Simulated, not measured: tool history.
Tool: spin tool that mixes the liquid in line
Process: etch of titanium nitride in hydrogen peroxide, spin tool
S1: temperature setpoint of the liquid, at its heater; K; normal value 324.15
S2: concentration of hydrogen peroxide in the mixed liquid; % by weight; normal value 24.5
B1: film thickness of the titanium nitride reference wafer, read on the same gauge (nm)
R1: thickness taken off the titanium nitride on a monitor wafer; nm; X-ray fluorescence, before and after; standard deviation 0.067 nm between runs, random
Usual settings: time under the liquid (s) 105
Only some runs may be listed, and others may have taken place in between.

Run 1, hour 0: usual settings but time under the liquid (s) 145; B1 120. Result: R1 10.9 nm.
At hour 12.8: gauge calibrated.
Run 2, hour 46.8: usual settings but time under the liquid (s) 145; B1 120. Result: R1 10.73 nm.
Run 3, hour 102.7: usual settings but time under the liquid (s) 145; B1 119.97. Result: R1 10.73 nm.
Run 4, hour 144.9: usual settings but S1 326.65 K; B1 120.03. Result: R1 9.39 nm.
Run 5, hour 172.2: usual settings; B1 120.03. Result: R1 7.82 nm.
Run 6, hour 224.7: usual settings; B1 120.01. Result: R1 7.84 nm.
Run 7, hour 282.7: usual settings; B1 119.97. Result: R1 7.8 nm.
Run 8, hour 353.7: usual settings; B1 119.98. Result: R1 7.73 nm.
Run 9, hour 494.1: usual settings; B1 120.01. Result: R1 7.59 nm.
Run 10, hour 545.7: usual settings; B1 119.96. Result: R1 7.67 nm.
At hour 564.8: new drum of peroxide connected.
Run 11, hour 574: usual settings; B1 120. Result: R1 7.67 nm.
At hour 593.2: peroxide flow meter replaced.
Run 12, hour 603: usual settings but S2 29 % by weight; B1 120.01. Result: R1 7.82 nm.
At hour 617.3: gauge calibrated.
At hour 629.2: thermometer replaced.
Run 13, hour 633: usual settings; B1 119.95. Result: R1 7.56 nm.
At hour 636.4: heated supply line repaired.
Run 14, hour 689.7: usual settings but S2 22 % by weight, time under the liquid (s) 60; B1 119.95. Result: R1 3.62 nm.
Run 15, hour 718.6: usual settings but S2 28.5 % by weight; B1 120.01. Result: R1 6.73 nm.
Run 16, hour 763.2: usual settings but S1 331.15 K, S2 30 % by weight, time under the liquid (s) 45; B1 119.97. Result: R1 4.79 nm.
Run 17, hour 832: usual settings but S2 22 % by weight; B1 119.99. Result: R1 6.29 nm.
Run 18, hour 896.7: usual settings but S2 17.5 % by weight; B1 120.02. Result: R1 6.08 nm.
Run 19, hour 949.3: usual settings but time under the liquid (s) 145; B1 120.01. Result: R1 8.91 nm.
At hour 956.1: heated supply line repaired, repeated, since the last time left the tool worse.
Run 20, hour 980.1: usual settings but S1 327.15 K, time under the liquid (s) 40; B1 120.01. Result: R1 4.21 nm.
Run 21, hour 1020.7: usual settings but S2 18 % by weight; B1 119.96. Result: R1 8.2 nm.
Run 22, hour 1081.2: usual settings; B1 119.98. Result: R1 8.68 nm.
Run 23, hour 1262.1: usual settings but time under the liquid (s) 155; B1 120.01. Result: R1 12.96 nm.
At hour 1281.2: gauge calibrated.
Run 24, hour 1316.4: usual settings but S1 318.15 K, S2 21.5 % by weight; B1 119.99. Result: R1 5.36 nm.
At hour 1322.9: new drum of peroxide connected.
Run 25, hour 1345: usual settings but S1 319.15 K, S2 27.5 % by weight, time under the liquid (s) 60; B1 120. Result: R1 3.54 nm.

For some of the steps in R1 from one run to the next: how much would appear even if the tool had no hidden state, given the settings, what came in and random variation, and how much remains for the hidden state plus any gauge scatter that the measured result and the result without hidden state don't share?
Hidden state at play: liquid hotter than its thermometer reads (K); peroxide flow below the setpoint (%); temperature lost on the way to the wafer (K); peroxide weaker than its label (%); gauge reads high (%).
Run 14 -> 15: S2 22 -> 28.5, time under the liquid (s) 60 -> 105. R1 +3.11 nm: hidden state -1.15, all else +4.26.
Run 19 -> 20: S1 324.15 -> 327.15, time under the liquid (s) 145 -> 40, heated supply line repaired, repeated, since the last time left the tool worse. R1 -4.7 nm: hidden state +3.39, all else -8.09.
Run 23 -> 24: S1 324.15 -> 318.15, S2 24.5 -> 21.5, time under the liquid (s) 155 -> 105, gauge calibrated. R1 -7.6 nm: hidden state +0.15, all else -7.75.

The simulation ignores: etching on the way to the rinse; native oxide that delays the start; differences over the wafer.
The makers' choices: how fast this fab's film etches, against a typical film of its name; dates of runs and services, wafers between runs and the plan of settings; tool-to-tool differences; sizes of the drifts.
